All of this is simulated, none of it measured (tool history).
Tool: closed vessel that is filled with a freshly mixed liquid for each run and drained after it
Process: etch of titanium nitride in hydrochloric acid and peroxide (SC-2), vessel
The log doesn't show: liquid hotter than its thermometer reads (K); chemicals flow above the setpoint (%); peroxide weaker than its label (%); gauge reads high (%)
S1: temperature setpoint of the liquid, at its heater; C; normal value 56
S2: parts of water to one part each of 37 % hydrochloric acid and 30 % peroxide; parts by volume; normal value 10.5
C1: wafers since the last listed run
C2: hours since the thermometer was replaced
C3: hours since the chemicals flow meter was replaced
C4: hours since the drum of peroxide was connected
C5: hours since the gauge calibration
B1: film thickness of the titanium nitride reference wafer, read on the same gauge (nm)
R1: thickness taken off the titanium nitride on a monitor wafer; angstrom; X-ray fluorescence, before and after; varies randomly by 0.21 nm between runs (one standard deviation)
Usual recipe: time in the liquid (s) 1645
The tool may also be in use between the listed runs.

Run 1, hour 0: usual settings but S2 7.5 parts by volume; C1 0; C2 1320.2; C3 559.2; C4 618.3; C5 1839.7; B1 40.01. Result: R1 732.6 angstrom.
Run 2, hour 53.8: usual settings but S2 7.5 parts by volume; C1 1721; C2 1374; C3 613; C4 672.1; C5 1893.5; B1 40.02. Result: R1 727.6 angstrom.
Run 3, hour 104.4: usual settings; C1 1619; C2 1424.6; C3 663.6; C4 722.7; C5 1944.1; B1 39.99. Result: R1 556.4 angstrom.
Run 4, hour 162.3: usual settings; C1 1853; C2 1482.5; C3 721.5; C4 780.6; C5 2002; B1 39.99. Result: R1 557 angstrom.
Run 5, hour 214.1: usual settings but time in the liquid (s) 2095; C1 1657; C2 1534.3; C3 773.3; C4 832.4; C5 2053.8; B1 40.03. Result: R1 712.2 angstrom.
Run 6, hour 281: usual settings but time in the liquid (s) 2095; C1 2141; C2 1601.2; C3 840.2; C4 899.3; C5 2120.7; B1 40.03. Result: R1 707.8 angstrom.
At hour 338.7: new drum of peroxide connected.
Run 7, hour 377.8: usual settings but S2 8 parts by volume; C1 3066; C2 1698; C3 937; C4 39.1; C5 2217.5; B1 39.96. Result: R1 699 angstrom.
Run 8, hour 417.1: usual settings but S2 8 parts by volume; C1 1257; C2 1737.3; C3 976.3; C4 78.4; C5 2256.8; B1 40.02. Result: R1 694.9 angstrom.
Run 9, hour 473.5: usual settings but S2 12 parts by volume; C1 1805; C2 1793.7; C3 1032.7; C4 134.8; C5 2313.2; B1 40.03. Result: R1 497.4 angstrom.
Run 10, hour 545: usual settings but S2 12 parts by volume; C1 2288; C2 1865.2; C3 1104.2; C4 206.3; C5 2384.7; B1 40.04. Result: R1 502.3 angstrom.
Run 11, hour 627.6: usual settings; C1 2643; C2 1947.8; C3 1186.8; C4 288.9; C5 2467.3; B1 40. Result: R1 561.1 angstrom.
Run 12, hour 686.5: usual settings but S1 62 C, S2 14.5 parts by volume, time in the liquid (s) 2555; C1 1885; C2 2006.7; C3 1245.7; C4 347.8; C5 2526.2; B1 40.03. Result: R1 968.9 angstrom.
At hour 696.8: thermometer replaced.
Run 13, hour 768.9: usual settings; C1 2605; C2 72.1; C3 1328.1; C4 430.2; C5 2608.6; B1 39.97. Result: R1 575.4 angstrom.
At hour 854.6: gauge calibrated.
Run 14, hour 860: usual settings; C1 2915; C2 163.2; C3 1419.2; C4 521.3; C5 5.4; B1 40.01. Result: R1 571.6 angstrom.
Run 15, hour 917.4: usual settings but S1 59.5 C, S2 6.5 parts by volume, time in the liquid (s) 2490; C1 1837; C2 220.6; C3 1476.6; C4 578.7; C5 62.8; B1 40. Result: R1 1606.2 angstrom.
Run 16, hour 995.3: usual settings but S1 51.5 C; C1 2493; C2 298.5; C3 1554.5; C4 656.6; C5 140.7; B1 40. Result: R1 432.4 angstrom.
Run 17, hour 1085: usual settings but time in the liquid (s) 1320; C1 2871; C2 388.2; C3 1644.2; C4 746.3; C5 230.4; B1 40.04. Result: R1 464 angstrom.
At hour 1095.8: thermometer replaced, repeated, since the last time left the tool worse.
Run 18, hour 1151.4: usual settings but S1 65.5 C, S2 5.5 parts by volume, time in the liquid (s) 2110; C1 2093; C2 55.6; C3 1710.6; C4 812.7; C5 296.8; B1 40.03. Result: R1 2103.1 angstrom.
Run 19, hour 1203.7: usual settings but S1 49.5 C, S2 9 parts by volume, time in the liquid (s) 1120; C1 1673; C2 107.9; C3 1762.9; C4 865; C5 349.1; B1 40.03. Result: R1 273.6 angstrom.
At hour 1283.1: chemicals flow meter replaced.
Run 20, hour 1295.3: usual settings but S2 14 parts by volume; C1 2899; C2 199.5; C3 12.2; C4 956.6; C5 440.7; B1 40.04. Result: R1 422.4 angstrom.
At hour 1320: new drum of peroxide connected.
Run 21, hour 1393.2: usual settings but S1 50 C, S2 8 parts by volume, time in the liquid (s) 1265; C1 3101; C2 297.4; C3 110.1; C4 73.2; C5 538.6; B1 39.99. Result: R1 352.8 angstrom.
Run 22, hour 1434.7: usual settings; C1 1328; C2 338.9; C3 151.6; C4 114.7; C5 580.1; B1 39.99. Result: R1 545.9 angstrom.
Run 23, hour 1519.5: usual settings but S1 47 C, S2 8 parts by volume, time in the liquid (s) 1920; C1 2714; C2 423.7; C3 236.4; C4 199.5; C5 664.9; B1 40. Result: R1 440.8 angstrom.
Run 24, hour 1564.4: usual settings; C1 1437; C2 468.6; C3 281.3; C4 244.4; C5 709.8; B1 39.99. Result: R1 542.8 angstrom.
Run 25, hour 1631.6: usual settings but S1 49 C, S2 15 parts by volume, time in the liquid (s) 1915; C1 2150; C2 535.8; C3 348.5; C4 311.6; C5 777; B1 40. Result: R1 295.3 angstrom.
Run 26, hour 1739.2: usual settings but S1 60.5 C, time in the liquid (s) 1265; C1 3443; C2 643.4; C3 456.1; C4 419.2; C5 884.6; B1 40. Result: R1 557.6 angstrom.
Run 27, hour 1796.5: usual settings but S1 62 C, time in the liquid (s) 760; C1 1834; C2 700.7; C3 513.4; C4 476.5; C5 941.9; B1 40.04. Result: R1 369.2 angstrom.
Run 28, hour 1854.9: usual settings; C1 1869; C2 759.1; C3 571.8; C4 534.9; C5 1000.3; B1 39.98. Result: R1 548.2 angstrom.
Run 29, hour 1933: usual settings; C1 2499; C2 837.2; C3 649.9; C4 613; C5 1078.4; B1 40.01. Result: R1 548.8 angstrom.

For each run, the measured value with the value that run would have given without the tool's hidden condition subtracted. The run-to-run variation is shared by both, the gauge scatter possibly not:
run      R1
  1   +19.5
  2   +20.3
  3   +15.8
  4   +16.5
  5   +22.1
  6   +22.8
  7   +23.8
  8   +24.1
  9   +17.8
 10   +18.6
 11   +21.8
 12   +37.6
 13   +36.4
 14   +37.2
 15  +103.3
 16     +30
 17   +32.1
 18    +6.4
 19    +1.3
 20    +2.7
 21      +3
 22    +4.9
 23    +5.1
 24    +6.2
 25      +4
 26    +8.3
 27    +5.7
 28    +9.5
 29   +10.5
